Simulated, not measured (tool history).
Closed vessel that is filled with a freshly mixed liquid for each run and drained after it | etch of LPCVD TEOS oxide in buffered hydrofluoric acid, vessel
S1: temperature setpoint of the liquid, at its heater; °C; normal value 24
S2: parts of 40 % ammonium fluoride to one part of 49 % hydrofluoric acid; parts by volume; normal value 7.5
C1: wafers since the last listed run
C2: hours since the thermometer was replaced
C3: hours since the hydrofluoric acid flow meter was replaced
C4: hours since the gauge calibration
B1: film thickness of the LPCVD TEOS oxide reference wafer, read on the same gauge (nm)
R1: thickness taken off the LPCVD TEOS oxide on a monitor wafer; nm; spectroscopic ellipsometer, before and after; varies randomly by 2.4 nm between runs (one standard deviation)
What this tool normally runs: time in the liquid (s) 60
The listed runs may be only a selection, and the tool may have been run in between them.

Run 1, day 0: usual settings; C1 0; C2 803; C3 910.5; C4 210.1; B1 129.99. Result: R1 258.9 nm.
Run 2, day 1.454: usual settings; C1 4862; C2 837.9; C3 945.4; C4 245; B1 129.99. Result: R1 260.16 nm.
Run 3, day 3.242: usual settings; C1 5977; C2 880.8; C3 988.3; C4 287.9; B1 130.01. Result: R1 261.41 nm.
Run 4, day 6.158: usual settings; C1 9753; C2 950.8; C3 1058.3; C4 357.9; B1 129.99. Result: R1 258.32 nm.
Run 5, day 7.221: usual settings; C1 3552; C2 976.3; C3 1083.8; C4 383.4; B1 130.01. Result: R1 256.65 nm.
Run 6, day 8.558: usual settings; C1 4472; C2 1008.4; C3 1115.9; C4 415.5; B1 130. Result: R1 256.18 nm.
Run 7, day 10.121: usual settings but time in the liquid (s) 70; C1 5224; C2 1045.9; C3 1153.4; C4 453; B1 129.99. Result: R1 297.86 nm.
Run 8, day 12.046: usual settings but time in the liquid (s) 70; C1 6437; C2 1092.1; C3 1199.6; C4 499.2; B1 130.02. Result: R1 298.8 nm.
Run 9, day 13.75: usual settings; C1 5698; C2 1133; C3 1240.5; C4 540.1; B1 130. Result: R1 253.49 nm.
Run 10, day 15.696: usual settings but S1 25.5 °C, S2 9 parts by volume, time in the liquid (s) 30; C1 6506; C2 1179.7; C3 1287.2; C4 586.8; B1 129.98. Result: R1 118.25 nm.
At day 16.938: gauge calibrated.
Run 11, day 17.954: usual settings; C1 7551; C2 1233.9; C3 1341.4; C4 24.4; B1 130.01. Result: R1 252.61 nm.
Run 12, day 20.496: usual settings; C1 8499; C2 1294.9; C3 1402.4; C4 85.4; B1 129.99. Result: R1 253.53 nm.

Predict the results of run 13:
Run 13, day 22.375: usual settings but S1 22 °C, time in the liquid (s) 75; C1 6283; C2 1340; C3 1447.5; C4 130.5; B1 ?. Result: R1 ?.

B1: 130.01
R1: 281.69 nm
With no hidden state in the tool, this same run would have given R1 323.32 nm.
